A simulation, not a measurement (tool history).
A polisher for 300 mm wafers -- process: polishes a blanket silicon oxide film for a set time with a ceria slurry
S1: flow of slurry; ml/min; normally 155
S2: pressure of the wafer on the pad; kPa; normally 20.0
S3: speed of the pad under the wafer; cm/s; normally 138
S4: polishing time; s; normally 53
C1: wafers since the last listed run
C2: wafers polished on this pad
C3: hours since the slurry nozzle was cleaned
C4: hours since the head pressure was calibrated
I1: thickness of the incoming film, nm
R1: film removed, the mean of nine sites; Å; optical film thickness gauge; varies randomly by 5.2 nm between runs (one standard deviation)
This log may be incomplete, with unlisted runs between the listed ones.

{"run": 1, "hour": 0.0, "S1": 155, "S2": 20.0, "S3": 138, "S4": 41, "C1": 0, "C2": 708, "C3": 608.0, "C4": 824.0, "I1": 823.1, "R1": 2788}
{"run": 2, "hour": 34.6, "S1": 155, "S2": 20.0, "S3": 138, "S4": 41, "C1": 461, "C2": 1170, "C3": 642.6, "C4": 858.6, "I1": 837.8, "R1": 2757}
{"run": 3, "hour": 53.3, "S1": 155, "S2": 20.0, "S3": 138, "S4": 41, "C1": 249, "C2": 1419, "C3": 661.3, "C4": 877.3, "I1": 838.6, "R1": 2873}
{"run": 4, "hour": 72.2, "S1": 155, "S2": 20.0, "S3": 138, "S4": 53, "C1": 251, "C2": 1671, "C3": 680.2, "C4": 896.2, "I1": 835.1, "R1": 3616}
{"run": 5, "hour": 90.6, "S1": 155, "S2": 20.0, "S3": 122, "S4": 53, "C1": 245, "C2": 1916, "C3": 698.6, "C4": 914.6, "I1": 822.0, "R1": 3210}
{"hour": 117.1, "done": "worn pad replaced by a new one"}
{"run": 6, "hour": 168.8, "S1": 155, "S2": 20.0, "S3": 122, "S4": 53, "C1": 989, "C2": 689, "C3": 776.8, "C4": 992.8, "I1": 830.7, "R1": 3120}
{"run": 7, "hour": 200.0, "S1": 155, "S2": 20.0, "S3": 122, "S4": 53, "C1": 415, "C2": 1105, "C3": 808.0, "C4": 1024.0, "I1": 830.5, "R1": 3200}
{"run": 8, "hour": 221.3, "S1": 155, "S2": 20.0, "S3": 138, "S4": 40, "C1": 283, "C2": 1389, "C3": 829.3, "C4": 1045.3, "I1": 825.3, "R1": 2672}
{"run": 9, "hour": 244.3, "S1": 155, "S2": 20.0, "S3": 138, "S4": 40, "C1": 306, "C2": 1695, "C3": 852.3, "C4": 1068.3, "I1": 831.0, "R1": 2692}
{"run": 10, "hour": 267.4, "S1": 170, "S2": 20.0, "S3": 138, "S4": 53, "C1": 307, "C2": 2003, "C3": 875.4, "C4": 1091.4, "I1": 833.0, "R1": 3640}
{"hour": 318.9, "done": "slurry nozzle cleaned"}
{"hour": 327.5, "done": "worn pad replaced by a new one"}
{"run": 11, "hour": 370.3, "S1": 155, "S2": 20.0, "S3": 148, "S4": 53, "C1": 1305, "C2": 570, "C3": 51.4, "C4": 1194.3, "I1": 847.8, "R1": 3743}
{"run": 12, "hour": 386.5, "S1": 155, "S2": 20.0, "S3": 148, "S4": 53, "C1": 215, "C2": 786, "C3": 67.6, "C4": 1210.5, "I1": 831.3, "R1": 3830}
{"run": 13, "hour": 404.8, "S1": 155, "S2": 20.0, "S3": 138, "S4": 53, "C1": 243, "C2": 1030, "C3": 85.9, "C4": 1228.8, "I1": 835.7, "R1": 3571}
{"run": 14, "hour": 419.9, "S1": 155, "S2": 20.0, "S3": 138, "S4": 53, "C1": 201, "C2": 1232, "C3": 101.0, "C4": 1243.9, "I1": 828.0, "R1": 3588}
{"run": 15, "hour": 438.3, "S1": 155, "S2": 20.0, "S3": 138, "S4": 53, "C1": 245, "C2": 1477, "C3": 119.4, "C4": 1262.3, "I1": 833.2, "R1": 3483}
{"run": 16, "hour": 463.6, "S1": 135, "S2": 20.0, "S3": 138, "S4": 53, "C1": 337, "C2": 1814, "C3": 144.7, "C4": 1287.6, "I1": 833.3, "R1": 3486}
{"run": 17, "hour": 492.2, "S1": 135, "S2": 20.0, "S3": 138, "S4": 53, "C1": 381, "C2": 2195, "C3": 173.3, "C4": 1316.2, "I1": 835.2, "R1": 3588}
{"hour": 507.6, "done": "head pressure recalibrated"}
{"run": 18, "hour": 522.2, "S1": 185, "S2": 24.8, "S3": 138, "S4": 53, "C1": 373, "C2": 2569, "C3": 203.3, "C4": 14.6, "I1": 823.9, "R1": 4372}
{"hour": 536.6, "done": "worn pad replaced by a new one"}
{"run": 19, "hour": 546.0, "S1": 200, "S2": 17.9, "S3": 96, "S4": 65, "C1": 263, "C2": 125, "C3": 227.1, "C4": 38.4, "I1": 835.8, "R1": 2836}
{"run": 20, "hour": 560.5, "S1": 155, "S2": 14.5, "S3": 154, "S4": 61, "C1": 193, "C2": 318, "C3": 241.6, "C4": 52.9, "I1": 847.5, "R1": 3463}
{"run": 21, "hour": 576.9, "S1": 155, "S2": 13.1, "S3": 172, "S4": 53, "C1": 218, "C2": 537, "C3": 258.0, "C4": 69.3, "I1": 830.0, "R1": 3107}
{"run": 22, "hour": 611.0, "S1": 185, "S2": 20.0, "S3": 138, "S4": 39, "C1": 454, "C2": 991, "C3": 292.1, "C4": 103.4, "I1": 819.0, "R1": 2706}
{"run": 23, "hour": 623.7, "S1": 155, "S2": 24.8, "S3": 100, "S4": 53, "C1": 169, "C2": 1161, "C3": 304.8, "C4": 116.1, "I1": 839.9, "R1": 3121}
{"run": 24, "hour": 655.4, "S1": 155, "S2": 24.8, "S3": 138, "S4": 53, "C1": 422, "C2": 1583, "C3": 336.5, "C4": 147.8, "I1": 844.3, "R1": 4351}
{"run": 25, "hour": 677.0, "S1": 155, "S2": 20.0, "S3": 138, "S4": 53, "C1": 287, "C2": 1871, "C3": 358.1, "C4": 169.4, "I1": 820.8, "R1": 3452}
{"run": 26, "hour": 711.7, "S1": 110, "S2": 20.0, "S3": 164, "S4": 53, "C1": 462, "C2": 2334, "C3": 392.8, "C4": 204.1, "I1": 836.9, "R1": 4110}
{"hour": 729.9, "done": "worn pad replaced by a new one"}
{"run": 27, "hour": 730.4, "S1": 200, "S2": 17.9, "S3": 96, "S4": 65, "C1": 195, "C2": 6, "C3": 411.5, "C4": 222.8, "I1": 843.6, "R1": 2810}
{"run": 28, "hour": 751.7, "S1": 155, "S2": 25.5, "S3": 184, "S4": 63, "C1": 283, "C2": 290, "C3": 432.8, "C4": 244.1, "I1": 815.2, "R1": 7226}
{"run": 29, "hour": 772.2, "S1": 195, "S2": 15.2, "S3": 172, "S4": 39, "C1": 273, "C2": 564, "C3": 453.3, "C4": 264.6, "I1": 825.5, "R1": 2656}
{"run": 30, "hour": 808.0, "S1": 155, "S2": 26.2, "S3": 150, "S4": 58, "C1": 477, "C2": 1041, "C3": 489.1, "C4": 300.4, "I1": 816.3, "R1": 5420}
{"run": 31, "hour": 840.1, "S1": 110, "S2": 20.0, "S3": 164, "S4": 53, "C1": 427, "C2": 1469, "C3": 521.2, "C4": 332.5, "I1": 832.0, "R1": 4012}
{"run": 32, "hour": 867.2, "S1": 155, "S2": 20.0, "S3": 138, "S4": 53, "C1": 361, "C2": 1830, "C3": 548.3, "C4": 359.6, "I1": 828.0, "R1": 3540}
{"run": 33, "hour": 903.0, "S1": 110, "S2": 20.0, "S3": 164, "S4": 53, "C1": 477, "C2": 2307, "C3": 584.1, "C4": 395.4, "I1": 826.0, "R1": 3960}
{"hour": 938.8, "done": "worn pad replaced by a new one"}
{"run": 34, "hour": 939.3, "S1": 120, "S2": 24.1, "S3": 152, "S4": 47, "C1": 430, "C2": 7, "C3": 620.4, "C4": 431.7, "I1": 820.9, "R1": 3851}
{"run": 35, "hour": 969.0, "S1": 155, "S2": 20.0, "S3": 138, "S4": 64, "C1": 395, "C2": 403, "C3": 650.1, "C4": 461.4, "I1": 835.8, "R1": 4368}

Run-by-run hidden state of the tool:
removal rate lost through wear of the pad, %: 0 at every run
slurry flow missing at the pad, %: 0 at every run
deviation of the head's pressure from its setpoint, %: 0 at every run
